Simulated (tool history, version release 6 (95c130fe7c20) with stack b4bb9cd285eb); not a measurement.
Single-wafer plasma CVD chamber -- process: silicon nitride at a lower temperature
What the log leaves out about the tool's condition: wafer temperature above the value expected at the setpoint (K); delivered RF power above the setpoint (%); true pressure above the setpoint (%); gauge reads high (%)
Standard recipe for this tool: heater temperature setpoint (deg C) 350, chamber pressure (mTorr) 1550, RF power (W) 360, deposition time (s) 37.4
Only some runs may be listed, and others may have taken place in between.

| run | hour | heater temperature setpoint (deg C) | chamber pressure (mTorr) | RF power (W) | deposition time (s) | wafers since the last listed run | hours since the last thermocouple change | hours since the last RF generator calibration | hours since the last manometer calibration | hours since the showerhead was replaced | hours since the gauge calibration | read-back reference wafer on the same gauge, thickness_nm | mean film thickness on the monitor wafer (Å) |
|---|---|---|---|---|---|---|---|---|---|---|---|---|---|
| 1 | 0 | 359 | 1550 | 360 | 37.4 | 0 | 1635.2 | 959 | 1232.8 | 3361.2 | 251.4 | 52.588 | 476.52 |
| 2 | 19.6 | 359 | 1550 | 360 | 37.4 | 316 | 1654.8 | 978.6 | 1252.4 | 3380.8 | 271 | 52.57 | 477.27 |
| 3 | 38.7 | 359 | 1550 | 360 | 37.4 | 308 | 1673.9 | 997.7 | 1271.5 | 3399.9 | 290.1 | 52.548 | 475.68 |
| 4 | 72.5 | 350 | 1550 | 360 | 37.4 | 546 | 1707.7 | 1031.5 | 1305.3 | 3433.7 | 323.9 | 52.591 | 475.95 |
|  | 88.7 | gauge calibrated |
| 5 | 94.5 | 350 | 1550 | 360 | 37.4 | 355 | 1729.7 | 1053.5 | 1327.3 | 3455.7 | 5.8 | 52.58 | 474.06 |
| 6 | 111.1 | 350 | 1550 | 360 | 37.4 | 268 | 1746.3 | 1070.1 | 1343.9 | 3472.3 | 22.4 | 52.632 | 472.46 |
| 7 | 123.1 | 350 | 1550 | 360 | 37.4 | 194 | 1758.3 | 1082.1 | 1355.9 | 3484.3 | 34.4 | 52.569 | 471.83 |
| 8 | 137.6 | 350 | 1550 | 360 | 37.4 | 234 | 1772.8 | 1096.6 | 1370.4 | 3498.8 | 48.9 | 52.616 | 472.34 |
| 9 | 172.8 | 350 | 1550 | 360 | 37.4 | 569 | 1808 | 1131.8 | 1405.6 | 3534 | 84.1 | 52.576 | 470.79 |
|  | 212.7 | RF generator calibrated |
| 10 | 213.2 | 350 | 1770 | 360 | 37.4 | 523 | 1848.4 | 0.5 | 1446 | 3574.4 | 124.5 | 52.612 | 510.65 |
| 11 | 226.8 | 350 | 1550 | 360 | 37.4 | 219 | 1862 | 14.1 | 1459.6 | 3588 | 138.1 | 52.598 | 487.79 |
| 12 | 242.6 | 350 | 1550 | 360 | 37.4 | 255 | 1877.8 | 29.9 | 1475.4 | 3603.8 | 153.9 | 52.601 | 488.2 |
|  | 265.6 | thermocouple changed; heater temperature recalibrated |
| 13 | 272.2 | 357 | 1550 | 360 | 33.9 | 349 | 6.6 | 59.5 | 1505 | 3633.4 | 183.5 | 52.561 | 440.17 |
| 14 | 298.5 | 340 | 1750 | 360 | 40.5 | 425 | 32.9 | 85.8 | 1531.3 | 3659.7 | 209.8 | 52.636 | 548.03 |
| 15 | 322.4 | 350 | 1550 | 335 | 37.4 | 386 | 56.8 | 109.7 | 1555.2 | 3683.6 | 233.7 | 52.583 | 468.83 |
| 16 | 336.1 | 350 | 1550 | 360 | 37.4 | 221 | 70.5 | 123.4 | 1568.9 | 3697.3 | 247.4 | 52.626 | 486.55 |
| 17 | 348.8 | 337 | 1550 | 360 | 37.4 | 205 | 83.2 | 136.1 | 1581.6 | 3710 | 260.1 | 52.623 | 486.6 |
| 18 | 381 | 350 | 1280 | 360 | 37.4 | 520 | 115.4 | 168.3 | 1613.8 | 3742.2 | 292.3 | 52.611 | 455.6 |
|  | 393.4 | capacitance manometer re-zeroed and calibrated |
|  | 397.7 | gauge calibrated |
|  | 426.6 | showerhead replaced |
| 19 | 443.3 | 350 | 1550 | 360 | 37.4 | 748 | 177.7 | 230.6 | 49.9 | 16.7 | 45.6 | 52.594 | 500.18 |
| 20 | 462.6 | 363 | 1230 | 335 | 39.4 | 312 | 197 | 249.9 | 69.2 | 36 | 64.9 | 52.59 | 468.63 |

Forecast run 21:
| 21 | 477.9 | 350 | 1550 | 290 | 31.3 | 247 | 212.3 | 265.2 | 84.5 | 51.3 | 80.2 | ? | ? |

{"run 21": {"read-back reference wafer on the same gauge, thickness_nm": 52.629, "mean film thickness on the monitor wafer (Å)": 372.73}}
With no hidden state in the tool, this same run would have given mean film thickness on the monitor wafer (Å) 375.84.

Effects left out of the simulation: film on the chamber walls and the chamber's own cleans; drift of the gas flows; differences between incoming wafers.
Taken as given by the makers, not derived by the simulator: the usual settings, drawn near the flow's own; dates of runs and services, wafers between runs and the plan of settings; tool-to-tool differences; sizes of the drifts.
